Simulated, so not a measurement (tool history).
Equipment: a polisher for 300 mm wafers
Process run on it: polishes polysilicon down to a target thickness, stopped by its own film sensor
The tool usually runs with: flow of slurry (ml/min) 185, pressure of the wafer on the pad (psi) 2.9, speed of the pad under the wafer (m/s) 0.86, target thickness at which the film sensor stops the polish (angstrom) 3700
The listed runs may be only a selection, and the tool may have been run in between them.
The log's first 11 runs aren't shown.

run    hour  flow of slurry (ml/min)  pressure of the wafer on the pad (psi)  speed of the pad under the wafer (m/s)  target thickness at which the film sensor stops the polish (angstrom)  wafers since the last listed run  wafers polished on this pad  hours since the slurry nozzle was cleaned  hours since the head pressure was calibrated  incoming thickness of the incoming film, nm  time until the film sensor stopped the polish (s)
 12   853.3                      185                                     3.5                                    0.96                                                                   3700                              1300                         3405                                      199.6                                         339.8                                       1022.2                                               68.5
 13   953.5                      185                                     3.5                                    0.96                                                                   3700                              1217                         4623                                      299.8                                           440                                       1011.8                                               69.7
 14  1019.4                      185                                     2.9                                    0.86                                                                   3700                               800                         5423                                      365.7                                         505.9                                       1033.1                                               90.3
 15  1099.9                      185                                     2.9                                    0.86                                                                   3700                               978                         6402                                      446.2                                         586.4                                       1030.7                                               92.4
 16  1196.1                      120                                     3.6                                    0.86                                                                   3700                              1169                         7571                                      542.4                                         682.6                                       1021.6                                               90.7
     1220.3  -- worn pad replaced by a new one
 17  1250.1                      245                                     3.4                                    0.86                                                                   1690                               607                          362                                      596.4                                         736.6                                         1006                                               88.6
 18  1315.9                      140                                     2.9                                    0.86                                                                   3700                               799                         1161                                      662.2                                         802.4                                       1021.1                                               91.7
     1346.4  -- head pressure recalibrated
 19  1365.1                      185                                       2                                     0.7                                                                   4370                               573                         1735                                      711.4                                          18.7                                       1033.4                                                123
     1394.6  -- slurry nozzle cleaned
 20  1410.7                      225                                     3.7                                    0.86                                                                   3700                               541                         2277                                       16.1                                          64.3                                       1015.3                                               64.3
 21  1494.9                      125                                       2                                    1.14                                                                   4390                              1023                         3300                                      100.3                                         148.5                                       1010.9                                               77.1
 22  1592.7                      230                                     2.9                                    0.86                                                                   3700                              1188                         4488                                      198.1                                         246.3                                       1011.4                                               82.8
 23  1663.2                      140                                     3.2                                    0.94                                                                   4830                               856                         5345                                      268.6                                         316.8                                       1013.4                                               65.9
 24    1722                      185                                     2.9                                    0.94                                                                   3700                               714                         6060                                      327.4                                         375.6                                       1024.9                                               81.3
 25  1788.2                      185                                     2.9                                    0.86                                                                   3700                               804                         6864                                      393.6                                         441.8                                       1031.7                                               93.3
 26  1828.8                      185                                     2.9                                    0.86                                                                   4590                               493                         7358                                      434.2                                         482.4                                       1021.5                                               77.2
 27  1902.3                      185                                     2.9                                    0.98                                                                   3700                               893                         8251                                      507.7                                         555.9                                       1014.9                                               78.9

Estimate the outcome of run 28 from the log above:
     1909.3  -- worn pad replaced by a new one
 28  1988                      185                                     2.9                                    0.86                                                                   3700                               992                          956                                      593.4                                         641.6                                       1017.8                                                  ?

time until the film sensor stopped the polish (s): 83.1
If the tool had no hidden condition, the same run with the same run-to-run variation would have returned time until the film sensor stopped the polish (s) 74.4.

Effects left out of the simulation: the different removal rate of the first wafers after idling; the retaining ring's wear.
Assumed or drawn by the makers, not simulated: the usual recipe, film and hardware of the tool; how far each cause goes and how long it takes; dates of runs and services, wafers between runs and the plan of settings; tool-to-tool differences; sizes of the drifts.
